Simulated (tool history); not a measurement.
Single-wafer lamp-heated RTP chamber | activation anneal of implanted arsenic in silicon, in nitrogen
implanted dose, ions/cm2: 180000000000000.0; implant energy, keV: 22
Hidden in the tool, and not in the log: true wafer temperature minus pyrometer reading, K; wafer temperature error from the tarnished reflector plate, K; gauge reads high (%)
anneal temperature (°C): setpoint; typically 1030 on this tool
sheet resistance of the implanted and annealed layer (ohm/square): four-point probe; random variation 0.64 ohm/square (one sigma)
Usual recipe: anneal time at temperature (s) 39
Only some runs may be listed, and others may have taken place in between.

run   hour  anneal temperature (°C)  anneal time at temperature (s)  wafers since the last listed run  wafers since the last pyrometer calibration  wafers since the reflector plate was cleaned  hours since the gauge calibration  read-back reference wafer on the same gauge, sheet resistance  sheet resistance of the implanted and annealed layer (ohm/square)
  1      0                     1030                              39                                 0                                         1132                                          3632                              200.6                                                         458.99                                                             423.09
  2   14.8                     1030                              39                               233                                         1365                                          3865                              215.4                                                         459.02                                                             424.66
      28.7  -- reflector plate cleaned
  3   29.2                     1030                              39                               100                                         1465                                             7                              229.8                                                         459.05                                                             424.66
  4   36.5                     1030                              39                               114                                         1580                                           122                              237.1                                                         458.98                                                             422.93
  5   46.4                     1050                              31                               155                                         1736                                           278                                247                                                         458.96                                                             421.47
  6     55                     1050                              31                               135                                         1872                                           413                              255.6                                                         458.86                                                             420.69
  7   61.3                     1050                              31                                99                                         1971                                           512                              261.9                                                         459.07                                                             419.92
  8     92                     1030                              24                               483                                         2454                                           996                              292.6                                                         458.99                                                             426.53
  9   99.4                     1030                              24                               116                                         2571                                          1112                                300                                                         459.09                                                             425.38
 10  112.6                     1030                              39                               207                                         2779                                          1320                              313.2                                                         458.84                                                             423.15
 11  123.4                     1030                              39                               170                                         2949                                          1490                                324                                                         458.94                                                             424.05
 12  130.3                     1030                              39                               108                                         3057                                          1599                              330.9                                                         459.14                                                             423.67
 13  136.6                     1030                              39                                99                                         3157                                          1698                              337.2                                                         458.96                                                             423.47
 14  144.5                     1030                              39                               124                                         3281                                          1822                              345.1                                                         458.89                                                             422.86
 15  150.8                     1030                              39                                99                                         3380                                          1922                              351.4                                                         459.05                                                              423.4
 16    165                     1030                              39                               223                                         3604                                          2145                              365.6                                                         459.07                                                             422.39
 17  178.1                     1030                              39                               206                                         3810                                          2352                              378.7                                                         458.81                                                             422.99
 18  227.8                     1030                              54                               782                                         4593                                          3134                              428.4                                                         458.91                                                             420.11
 19  245.5                     1056                              19                               278                                         4871                                          3413                              446.1                                                          458.9                                                             424.78
 20  258.7                     1007                              39                               207                                         5079                                          3621                              459.3                                                          458.9                                                             425.84
     274.2  -- pyrometer window cleaned and pyrometer calibrated
 21  274.7                     1040                              61                               125                                            8                                          3747                              475.3                                                         459.08                                                             414.11
     293.5  -- reflector plate cleaned
 22    294                     1002                              56                               177                                          186                                             7                              494.6                                                         459.16                                                             423.11
 23  294.4                     1048                              56                                 6                                          192                                            13                                495                                                         458.86                                                             411.46
 24  300.3                     1045                              53                                92                                          285                                           106                              500.9                                                         459.03                                                             412.24
     309.3  -- gauge calibrated
 25  332.1                     1030                              39                               500                                          786                                           607                               22.8                                                         459.32                                                             420.48
     344.6  -- pyrometer window cleaned and pyrometer calibrated, repeated, since the last time left the tool worse
 26  345.1                     1030                              39                                78                                            7                                           686                               35.8                                                         458.78                                                             423.15
 27    359                     1030                              23                               218                                          226                                           904                               49.7                                                         458.92                                                             426.54
 28  372.2                     1047                              62                               207                                          434                                          1112                               62.9                                                         459.15                                                             414.28
 29  383.7                     1047                              62                               181                                          615                                          1293                               74.4                                                         459.15                                                             414.24
 30  391.8                     1050                              31                               127                                          742                                          1421                               82.5                                                         459.16                                                             422.12
 31  407.6                     1030                              39                               248                                          991                                          1670                               98.3                                                            459                                                             423.84
 32  424.3                     1008                              22                               262                                         1254                                          1933                                115                                                            459                                                             431.07

Exercise: give the hidden state of the tool at every run:
wafer temperature error from the tarnished reflector plate, K: 0 across all the runs
gauge reads high (%): 0 across all the runs
H1: true wafer temperature minus pyrometer reading, K
run     H1
  1  0.745
  2  0.929
  3   1.14
  4   1.26
  5   1.44
  6    1.6
  7   1.73
  8   2.44
  9   2.64
 10      3
 11   3.33
 12   3.54
 13   3.74
 14   4.01
 15   4.22
 16   4.73
 17   5.23
 18   7.37
 19   8.23
 20   8.89
 21   15.2
 22   15.3
 23   15.3
 24   15.3
 25   15.5
 26  0.301
 27  0.317
 28  0.361
 29  0.421
 30  0.475
 31  0.612
 32  0.798
